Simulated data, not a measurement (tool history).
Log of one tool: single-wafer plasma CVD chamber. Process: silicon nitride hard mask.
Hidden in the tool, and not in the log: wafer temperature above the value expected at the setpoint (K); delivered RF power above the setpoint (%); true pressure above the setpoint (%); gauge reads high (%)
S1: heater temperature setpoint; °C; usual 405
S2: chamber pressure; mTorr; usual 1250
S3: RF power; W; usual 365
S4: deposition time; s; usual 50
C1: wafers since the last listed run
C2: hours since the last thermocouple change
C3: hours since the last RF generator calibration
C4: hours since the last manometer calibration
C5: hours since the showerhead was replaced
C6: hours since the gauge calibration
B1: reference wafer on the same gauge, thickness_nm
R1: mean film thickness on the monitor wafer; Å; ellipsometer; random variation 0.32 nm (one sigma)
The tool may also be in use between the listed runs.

{"run": 1, "hour": 0.0, "S1": 405, "S2": 1070, "S3": 365, "S4": 50, "C1": 0, "C2": 587, "C3": 950.8, "C4": 876.5, "C5": 4336.6, "C6": 302.3, "B1": 59.517, "R1": 565.19}
{"run": 2, "hour": 45.3, "S1": 405, "S2": 1250, "S3": 365, "S4": 50, "C1": 603, "C2": 632.3, "C3": 996.1, "C4": 921.8, "C5": 4381.9, "C6": 347.6, "B1": 59.413, "R1": 589.93}
{"run": 3, "hour": 93.2, "S1": 405, "S2": 1250, "S3": 365, "S4": 50, "C1": 637, "C2": 680.2, "C3": 1044, "C4": 969.7, "C5": 4429.8, "C6": 395.5, "B1": 59.453, "R1": 586.36}
{"run": 4, "hour": 148.5, "S1": 405, "S2": 1250, "S3": 365, "S4": 50, "C1": 736, "C2": 735.5, "C3": 1099.3, "C4": 1025, "C5": 4485.1, "C6": 450.8, "B1": 59.399, "R1": 593.09}
{"run": 5, "hour": 176.5, "S1": 405, "S2": 1250, "S3": 365, "S4": 50, "C1": 372, "C2": 763.5, "C3": 1127.3, "C4": 1053, "C5": 4513.1, "C6": 478.8, "B1": 59.492, "R1": 596.64}
{"run": 6, "hour": 323.9, "S1": 405, "S2": 1250, "S3": 365, "S4": 50, "C1": 1962, "C2": 910.9, "C3": 1274.7, "C4": 1200.4, "C5": 4660.5, "C6": 626.2, "B1": 59.353, "R1": 591.27}
{"run": 7, "hour": 393.5, "S1": 405, "S2": 1250, "S3": 365, "S4": 50, "C1": 926, "C2": 980.5, "C3": 1344.3, "C4": 1270, "C5": 4730.1, "C6": 695.8, "B1": 59.51, "R1": 591.22}
{"run": 8, "hour": 460.0, "S1": 405, "S2": 1250, "S3": 365, "S4": 50, "C1": 885, "C2": 1047, "C3": 1410.8, "C4": 1336.5, "C5": 4796.6, "C6": 762.3, "B1": 59.3, "R1": 589.73}
{"run": 9, "hour": 545.8, "S1": 410, "S2": 1250, "S3": 315, "S4": 50, "C1": 1142, "C2": 1132.8, "C3": 1496.6, "C4": 1422.3, "C5": 4882.4, "C6": 848.1, "B1": 59.331, "R1": 560.72}
{"hour": 557.8, "done": "thermocouple changed; heater temperature recalibrated"}
{"hour": 567.4, "done": "showerhead replaced"}
{"run": 10, "hour": 612.6, "S1": 391, "S2": 1170, "S3": 365, "S4": 50, "C1": 676, "C2": 54.8, "C3": 1563.4, "C4": 1489.1, "C5": 45.2, "C6": 914.9, "B1": 59.436, "R1": 587.29}
{"hour": 643.4, "done": "capacitance manometer re-zeroed and calibrated"}
{"run": 11, "hour": 650.4, "S1": 401, "S2": 1530, "S3": 300, "S4": 54.5, "C1": 396, "C2": 92.6, "C3": 1601.2, "C4": 7, "C5": 83, "C6": 952.7, "B1": 59.439, "R1": 642.53}
{"run": 12, "hour": 703.1, "S1": 405, "S2": 1250, "S3": 365, "S4": 50, "C1": 701, "C2": 145.3, "C3": 1653.9, "C4": 59.7, "C5": 135.7, "C6": 1005.4, "B1": 59.516, "R1": 600.32}
{"hour": 735.5, "done": "RF generator calibrated"}
{"run": 13, "hour": 736.0, "S1": 405, "S2": 1060, "S3": 365, "S4": 50, "C1": 331, "C2": 178.2, "C3": 0.5, "C4": 92.6, "C5": 168.6, "C6": 1038.3, "B1": 59.561, "R1": 574.16}
{"run": 14, "hour": 796.7, "S1": 405, "S2": 1250, "S3": 365, "S4": 50, "C1": 808, "C2": 238.9, "C3": 61.2, "C4": 153.3, "C5": 229.3, "C6": 1099, "B1": 59.267, "R1": 604.12}
{"run": 15, "hour": 843.9, "S1": 405, "S2": 1250, "S3": 365, "S4": 50, "C1": 628, "C2": 286.1, "C3": 108.4, "C4": 200.5, "C5": 276.5, "C6": 1146.2, "B1": 59.401, "R1": 595.2}
{"run": 16, "hour": 914.6, "S1": 405, "S2": 1250, "S3": 365, "S4": 55.2, "C1": 941, "C2": 356.8, "C3": 179.1, "C4": 271.2, "C5": 347.2, "C6": 1216.9, "B1": 59.313, "R1": 667.35}
{"run": 17, "hour": 980.7, "S1": 396, "S2": 1020, "S3": 385, "S4": 50, "C1": 879, "C2": 422.9, "C3": 245.2, "C4": 337.3, "C5": 413.3, "C6": 1283, "B1": 59.32, "R1": 582.89}
{"run": 18, "hour": 1020.4, "S1": 401, "S2": 1400, "S3": 400, "S4": 56.8, "C1": 528, "C2": 462.6, "C3": 284.9, "C4": 377, "C5": 453, "C6": 1322.7, "B1": 59.352, "R1": 729.64}
{"hour": 1054.2, "done": "gauge calibrated"}
{"run": 19, "hour": 1078.7, "S1": 405, "S2": 1040, "S3": 365, "S4": 50, "C1": 776, "C2": 520.9, "C3": 343.2, "C4": 435.3, "C5": 511.3, "C6": 24.5, "B1": 59.628, "R1": 577.15}
{"hour": 1103.0, "done": "capacitance manometer re-zeroed and calibrated, repeated, since the last time left the tool worse"}
{"run": 20, "hour": 1146.3, "S1": 405, "S2": 1250, "S3": 365, "S4": 50, "C1": 793, "C2": 588.5, "C3": 410.8, "C4": 43.3, "C5": 578.9, "C6": 92.1, "B1": 59.504, "R1": 588.35}
{"run": 21, "hour": 1181.2, "S1": 393, "S2": 1250, "S3": 365, "S4": 50, "C1": 464, "C2": 623.4, "C3": 445.7, "C4": 78.2, "C5": 613.8, "C6": 127, "B1": 59.369, "R1": 585.34}
{"run": 22, "hour": 1215.7, "S1": 405, "S2": 1170, "S3": 295, "S4": 40.9, "C1": 459, "C2": 657.9, "C3": 480.2, "C4": 112.7, "C5": 648.3, "C6": 161.5, "B1": 59.262, "R1": 440.36}
{"run": 23, "hour": 1258.6, "S1": 397, "S2": 1090, "S3": 365, "S4": 50, "C1": 571, "C2": 700.8, "C3": 523.1, "C4": 155.6, "C5": 691.2, "C6": 204.4, "B1": 59.505, "R1": 567.1}
{"run": 24, "hour": 1299.9, "S1": 405, "S2": 1520, "S3": 365, "S4": 50, "C1": 549, "C2": 742.1, "C3": 564.4, "C4": 196.9, "C5": 732.5, "C6": 245.7, "B1": 59.448, "R1": 617.44}
{"run": 25, "hour": 1344.5, "S1": 405, "S2": 1450, "S3": 430, "S4": 50, "C1": 593, "C2": 786.7, "C3": 609, "C4": 241.5, "C5": 777.1, "C6": 290.3, "B1": 59.39, "R1": 652.6}
{"run": 26, "hour": 1408.0, "S1": 411, "S2": 1150, "S3": 385, "S4": 56.8, "C1": 845, "C2": 850.2, "C3": 672.5, "C4": 305, "C5": 840.6, "C6": 353.8, "B1": 59.511, "R1": 663.25}
{"run": 27, "hour": 1468.6, "S1": 405, "S2": 980, "S3": 365, "S4": 46.4, "C1": 806, "C2": 910.8, "C3": 733.1, "C4": 365.6, "C5": 901.2, "C6": 414.4, "B1": 59.345, "R1": 508.04}
{"run": 28, "hour": 1507.6, "S1": 397, "S2": 1150, "S3": 365, "S4": 50, "C1": 519, "C2": 949.8, "C3": 772.1, "C4": 404.6, "C5": 940.2, "C6": 453.4, "B1": 59.477, "R1": 573.61}

What the log doesn't show, run by run:
wafer temperature above the value expected at the setpoint (K): 0 in every run
delivered RF power above the setpoint (%): 0 in every run
gauge reads high (%): 0 in every run
H1: true pressure above the setpoint (%)
run=1 H1=1.75
run=2 H1=1.96
run=3 H1=2.19
run=4 H1=2.48
run=5 H1=2.63
run=6 H1=3.49
run=7 H1=3.94
run=8 H1=4.39
run=9 H1=5
run=10 H1=5.5
run=11 H1=9.88
run=12 H1=9.88
run=13 H1=9.9
run=14 H1=9.94
run=15 H1=9.98
run=16 H1=10.1
run=17 H1=10.2
run=18 H1=10.2
run=19 H1=10.4
run=20 H1=1.15
run=21 H1=1.16
run=22 H1=1.18
run=23 H1=1.2
run=24 H1=1.24
run=25 H1=1.29
run=26 H1=1.38
run=27 H1=1.49
run=28 H1=1.57

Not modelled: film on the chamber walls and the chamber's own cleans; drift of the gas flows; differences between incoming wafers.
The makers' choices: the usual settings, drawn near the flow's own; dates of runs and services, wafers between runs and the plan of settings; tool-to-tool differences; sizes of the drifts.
